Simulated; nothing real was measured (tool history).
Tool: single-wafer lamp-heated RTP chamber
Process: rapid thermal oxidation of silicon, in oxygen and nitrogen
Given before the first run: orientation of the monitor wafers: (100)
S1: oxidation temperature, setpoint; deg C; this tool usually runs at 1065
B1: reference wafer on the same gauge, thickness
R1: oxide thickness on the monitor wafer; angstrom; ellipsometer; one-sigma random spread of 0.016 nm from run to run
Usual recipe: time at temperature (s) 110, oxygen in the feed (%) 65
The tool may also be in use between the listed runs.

{"run": 1, "hour": 0.0, "S1": 1065, "time at temperature (s)": 110, "oxygen in the feed (%)": 65, "B1": 10.296, "R1": 115.41}
{"run": 2, "hour": 13.5, "S1": 1065, "time at temperature (s)": 110, "oxygen in the feed (%)": 65, "B1": 10.301, "R1": 115.24}
{"run": 3, "hour": 27.8, "S1": 1065, "time at temperature (s)": 110, "oxygen in the feed (%)": 65, "B1": 10.298, "R1": 115.46}
{"run": 4, "hour": 35.6, "S1": 1065, "time at temperature (s)": 110, "oxygen in the feed (%)": 65, "B1": 10.302, "R1": 115.59}
{"hour": 57.3, "done": "oxygen flow controller replaced"}
{"run": 5, "hour": 57.8, "S1": 1065, "time at temperature (s)": 110, "oxygen in the feed (%)": 65, "B1": 10.307, "R1": 115.6}
{"run": 6, "hour": 64.5, "S1": 1065, "time at temperature (s)": 110, "oxygen in the feed (%)": 65, "B1": 10.295, "R1": 115.63}
{"run": 7, "hour": 78.0, "S1": 1087, "time at temperature (s)": 127, "oxygen in the feed (%)": 65, "B1": 10.3, "R1": 142.65}
{"run": 8, "hour": 85.8, "S1": 1065, "time at temperature (s)": 89, "oxygen in the feed (%)": 93, "B1": 10.298, "R1": 119.54}
{"hour": 97.3, "done": "pyrometer window cleaned and pyrometer calibrated"}
{"run": 9, "hour": 97.8, "S1": 1084, "time at temperature (s)": 64, "oxygen in the feed (%)": 85, "B1": 10.3, "R1": 106.49}
{"run": 10, "hour": 111.4, "S1": 1048, "time at temperature (s)": 110, "oxygen in the feed (%)": 49, "B1": 10.295, "R1": 87.61}
{"hour": 117.0, "done": "gauge calibrated"}
{"run": 11, "hour": 122.0, "S1": 1065, "time at temperature (s)": 110, "oxygen in the feed (%)": 65, "B1": 10.298, "R1": 108.9}
{"run": 12, "hour": 136.7, "S1": 1065, "time at temperature (s)": 65, "oxygen in the feed (%)": 93, "B1": 10.304, "R1": 97.84}
{"run": 13, "hour": 145.7, "S1": 1065, "time at temperature (s)": 74, "oxygen in the feed (%)": 65, "B1": 10.297, "R1": 91.01}

Estimate the outcome of run 14 from the log above:
{"run": 14, "hour": 154.0, "S1": 1065, "time at temperature (s)": 74, "oxygen in the feed (%)": 65, "B1": "?", "R1": "?"}

Run 14 measured B1 10.296, R1 91.31 angstrom.
If the tool had no hidden condition, the same run with the same run-to-run variation would have returned R1 90.02 angstrom.
